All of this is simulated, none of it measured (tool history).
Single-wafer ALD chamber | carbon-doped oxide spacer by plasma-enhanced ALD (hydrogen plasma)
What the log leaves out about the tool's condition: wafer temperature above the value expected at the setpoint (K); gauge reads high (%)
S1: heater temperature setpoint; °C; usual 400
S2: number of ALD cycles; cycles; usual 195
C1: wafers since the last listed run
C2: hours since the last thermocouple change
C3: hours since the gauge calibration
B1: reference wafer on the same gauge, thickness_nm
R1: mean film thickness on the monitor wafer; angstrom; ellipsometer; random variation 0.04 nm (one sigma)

Run 1, hour 0.0: usual settings; C1 0; C2 1341.1; C3 990.6; B1 9.512. Result: R1 96.73 angstrom.
Run 2, hour 40.8: usual settings; C1 98; C2 1381.9; C3 1031.4; B1 9.503. Result: R1 96.31 angstrom.
Run 3, hour 141.8: usual settings; C1 245; C2 1482.9; C3 1132.4; B1 9.512. Result: R1 95.98 angstrom.
Run 4, hour 230.4: usual settings but S1 388 °C; C1 214; C2 1571.5; C3 1221.0; B1 9.516. Result: R1 96.49 angstrom.
Run 5, hour 329.2: usual settings but S1 388 °C; C1 239; C2 1670.3; C3 1319.8; B1 9.515. Result: R1 96.35 angstrom.
Run 6, hour 416.3: usual settings; C1 211; C2 1757.4; C3 1406.9; B1 9.528. Result: R1 96.61 angstrom.
Run 7, hour 472.6: usual settings; C1 136; C2 1813.7; C3 1463.2; B1 9.517. Result: R1 96.27 angstrom.
Run 8, hour 573.7: usual settings; C1 245; C2 1914.8; C3 1564.3; B1 9.524. Result: R1 95.07 angstrom.
Run 9, hour 653.3: usual settings; C1 193; C2 1994.4; C3 1643.9; B1 9.516. Result: R1 95.34 angstrom.
Run 10, hour 752.1: usual settings but S2 173 cycles; C1 239; C2 2093.2; C3 1742.7; B1 9.502. Result: R1 84.87 angstrom.
Run 11, hour 839.9: usual settings but S2 173 cycles; C1 212; C2 2181.0; C3 1830.5; B1 9.519. Result: R1 84.26 angstrom.
Run 12, hour 915.9: usual settings but S1 404 °C; C1 184; C2 2257.0; C3 1906.5; B1 9.507. Result: R1 93.20 angstrom.
Run 13, hour 1083.5: usual settings but S1 404 °C; C1 406; C2 2424.6; C3 2074.1; B1 9.493. Result: R1 94.36 angstrom.
Run 14, hour 1196.3: usual settings; C1 273; C2 2537.4; C3 2186.9; B1 9.508. Result: R1 94.83 angstrom.
At hour 1220.8: gauge calibrated.
Run 15, hour 1268.2: usual settings but S1 408 °C, S2 171 cycles; C1 174; C2 2609.3; C3 47.4; B1 9.511. Result: R1 80.89 angstrom.
At hour 1284.8: thermocouple changed; heater temperature recalibrated.
Run 16, hour 1363.2: usual settings; C1 211; C2 78.4; C3 142.4; B1 9.506. Result: R1 97.47 angstrom.
Run 17, hour 1433.3: usual settings but S2 161 cycles; C1 170; C2 148.5; C3 212.5; B1 9.507. Result: R1 79.83 angstrom.
Run 18, hour 1503.7: usual settings but S1 404 °C, S2 183 cycles; C1 170; C2 218.9; C3 282.9; B1 9.514. Result: R1 89.09 angstrom.
Run 19, hour 1548.6: usual settings; C1 108; C2 263.8; C3 327.8; B1 9.509. Result: R1 96.42 angstrom.
Run 20, hour 1591.5: usual settings but S2 176 cycles; C1 104; C2 306.7; C3 370.7; B1 9.513. Result: R1 86.96 angstrom.
Run 21, hour 1696.8: usual settings but S1 395 °C, S2 208 cycles; C1 255; C2 412.0; C3 476.0; B1 9.520. Result: R1 102.95 angstrom.
Run 22, hour 1782.1: usual settings but S1 406 °C; C1 206; C2 497.3; C3 561.3; B1 9.508. Result: R1 93.99 angstrom.
Run 23, hour 1876.0: usual settings but S1 386 °C; C1 227; C2 591.2; C3 655.2; B1 9.498. Result: R1 97.14 angstrom.
Run 24, hour 1952.5: usual settings but S1 412 °C, S2 184 cycles; C1 185; C2 667.7; C3 731.7; B1 9.506. Result: R1 87.94 angstrom.
Run 25, hour 2005.5: usual settings but S1 389 °C; C1 128; C2 720.7; C3 784.7; B1 9.496. Result: R1 96.76 angstrom.
Run 26, hour 2058.5: usual settings but S2 210 cycles; C1 128; C2 773.7; C3 837.7; B1 9.516. Result: R1 104.52 angstrom.
Run 27, hour 2132.3: usual settings but S1 388 °C, S2 180 cycles; C1 179; C2 847.5; C3 911.5; B1 9.521. Result: R1 89.02 angstrom.
Run 28, hour 2177.6: usual settings; C1 109; C2 892.8; C3 956.8; B1 9.499. Result: R1 96.35 angstrom.
Run 29, hour 2274.9: usual settings but S1 414 °C, S2 181 cycles; C1 236; C2 990.1; C3 1054.1; B1 9.511. Result: R1 85.61 angstrom.
Run 30, hour 2445.0: usual settings but S1 405 °C, S2 215 cycles; C1 412; C2 1160.2; C3 1224.2; B1 9.511. Result: R1 104.09 angstrom.
Run 31, hour 2535.6: usual settings; C1 219; C2 1250.8; C3 1314.8; B1 9.509. Result: R1 95.57 angstrom.
Run 32, hour 2583.9: usual settings; C1 117; C2 1299.1; C3 1363.1; B1 9.503. Result: R1 96.70 angstrom.
Run 33, hour 2838.8: usual settings but S1 394 °C, S2 222 cycles; C1 618; C2 1554.0; C3 1618.0; B1 9.520. Result: R1 109.53 angstrom.

The logged runs with the hidden state left out (each run's random variation unchanged):
run      R1
  1   97.17
  2   96.79
  3   96.56
  4   96.49
  5   96.35
  6   97.54
  7   97.27
  8   96.21
  9   96.60
 10   86.13
 11   85.64
 12   94.88
 13   96.36
 14   97.03
 15   82.95
 16   97.47
 17   79.83
 18   89.09
 19   96.43
 20   86.98
 21  102.95
 22   94.07
 23   97.14
 24   88.09
 25   96.76
 26  104.75
 27   89.02
 28   96.64
 29   85.94
 30  104.63
 31   96.15
 32   97.33
 33  109.53
